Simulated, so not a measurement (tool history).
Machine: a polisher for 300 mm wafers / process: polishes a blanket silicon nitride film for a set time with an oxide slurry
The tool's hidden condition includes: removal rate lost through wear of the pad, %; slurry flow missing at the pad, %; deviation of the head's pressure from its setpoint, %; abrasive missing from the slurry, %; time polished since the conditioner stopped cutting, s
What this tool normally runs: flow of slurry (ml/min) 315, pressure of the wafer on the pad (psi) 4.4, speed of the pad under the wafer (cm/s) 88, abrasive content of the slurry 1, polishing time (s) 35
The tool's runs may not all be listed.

| run | hour | flow of slurry (ml/min) | pressure of the wafer on the pad (psi) | speed of the pad under the wafer (cm/s) | abrasive content of the slurry | polishing time (s) | wafers since the last listed run | wafers polished on this pad | hours since the slurry nozzle was cleaned | hours since the head pressure was calibrated | hours since the slurry blender was calibrated | hours since the conditioning disc was replaced | incoming thickness of the incoming film, nm | film removed (nm) |
|---|---|---|---|---|---|---|---|---|---|---|---|---|---|---|
| 1 | 0 | 315 | 4.4 | 88 | 1.2 | 35 | 0 | 502 | 134.8 | 442.5 | 255 | 251.9 | 413.7 | 27.8 |
|  | 22.9 | conditioning disc replaced and pad reconditioned |
| 2 | 34.6 | 315 | 4.4 | 88 | 1.2 | 35 | 244 | 747 | 169.4 | 477.1 | 289.6 | 11.7 | 403 | 26.7 |
|  | 38.6 | slurry blender recalibrated |
| 3 | 47.8 | 315 | 4.4 | 88 | 1.2 | 35 | 84 | 831 | 182.6 | 490.3 | 9.2 | 24.9 | 408.6 | 26.7 |
| 4 | 83.5 | 315 | 4.9 | 88 | 1 | 35 | 268 | 1099 | 218.3 | 526 | 44.9 | 60.6 | 413.3 | 26.6 |
|  | 103.3 | worn pad replaced by a new one |
| 5 | 104.9 | 315 | 4.9 | 88 | 1 | 35 | 130 | 12 | 239.7 | 547.4 | 66.3 | 82 | 413.7 | 27.6 |
| 6 | 127.1 | 315 | 4.9 | 88 | 1 | 35 | 166 | 179 | 261.9 | 569.6 | 88.5 | 104.2 | 412.1 | 28.4 |
|  | 131.8 | slurry nozzle cleaned |
| 7 | 158.6 | 360 | 4.4 | 88 | 1 | 35 | 229 | 408 | 26.8 | 601.1 | 120 | 135.7 | 408.2 | 25.8 |
| 8 | 194.5 | 315 | 4.4 | 88 | 0.85 | 35 | 269 | 678 | 62.7 | 637 | 155.9 | 171.6 | 412 | 23.5 |
| 9 | 229.4 | 315 | 4.4 | 88 | 0.85 | 35 | 262 | 940 | 97.6 | 671.9 | 190.8 | 206.5 | 411.4 | 23.5 |
|  | 245.9 | worn pad replaced by a new one |
| 10 | 265.4 | 230 | 4.4 | 68 | 1 | 29 | 240 | 146 | 133.6 | 707.9 | 226.8 | 242.5 | 411.5 | 17.2 |
| 11 | 280.3 | 255 | 4.4 | 88 | 1.25 | 25 | 111 | 258 | 148.5 | 722.8 | 241.7 | 257.4 | 415.3 | 19.9 |
| 12 | 306.1 | 220 | 5.6 | 88 | 1.3 | 38 | 193 | 452 | 174.3 | 748.6 | 267.5 | 283.2 | 409 | 34.4 |
|  | 329.5 | head pressure recalibrated |
| 13 | 332.7 | 315 | 5.4 | 110 | 1 | 35 | 184 | 637 | 200.9 | 3.2 | 294.1 | 309.8 | 408 | 34.7 |
|  | 361.8 | slurry blender recalibrated |
| 14 | 362.3 | 315 | 4.4 | 88 | 1 | 35 | 207 | 844 | 230.5 | 32.8 | 0.5 | 339.4 | 404.4 | 25.4 |
|  | 379.9 | slurry nozzle cleaned |
|  | 388.8 | conditioning disc replaced and pad reconditioned |
|  | 391.2 | worn pad replaced by a new one |
| 15 | 392.1 | 315 | 4.4 | 88 | 0.75 | 35 | 183 | 6 | 12.2 | 62.6 | 30.3 | 3.3 | 410.2 | 23.3 |
| 16 | 413.3 | 245 | 4.4 | 106 | 1 | 35 | 159 | 165 | 33.4 | 83.8 | 51.5 | 24.5 | 408 | 29.9 |
| 17 | 429.2 | 315 | 4.4 | 88 | 1 | 35 | 119 | 285 | 49.3 | 99.7 | 67.4 | 40.4 | 411.1 | 25.7 |
| 18 | 455.9 | 315 | 4.4 | 70 | 1 | 43 | 200 | 485 | 76 | 126.4 | 94.1 | 67.1 | 411 | 26.5 |
| 19 | 489.1 | 315 | 4.4 | 88 | 1 | 35 | 249 | 735 | 109.2 | 159.6 | 127.3 | 100.3 | 403.1 | 25.9 |

3 options for the next run, each taken on its own from the tool as it stands now. Forecast them:
| A | 489.5 | 315 | 5.3 | 88 | 1 | 35 | 3 | 738 | 109.6 | 160 | 127.7 | 100.7 | 405.9 | ? |
| B | 489.5 | 315 | 3.4 | 70 | 1.1 | 39 | 3 | 738 | 109.6 | 160 | 127.7 | 100.7 | 405.9 | ? |
| C | 489.5 | 315 | 5.5 | 88 | 1 | 35 | 3 | 738 | 109.6 | 160 | 127.7 | 100.7 | 405.9 | ? |

| run | film removed (nm) |
|---|---|
| A | 28.6 |
| B | 21.1 |
| C | 29.3 |
Take away the tool's hidden state, keep each run's random variation, and the runs would have read:
| run | film removed (nm) |
|---|---|
| A | 29.9 |
| B | 22.1 |
| C | 30.6 |
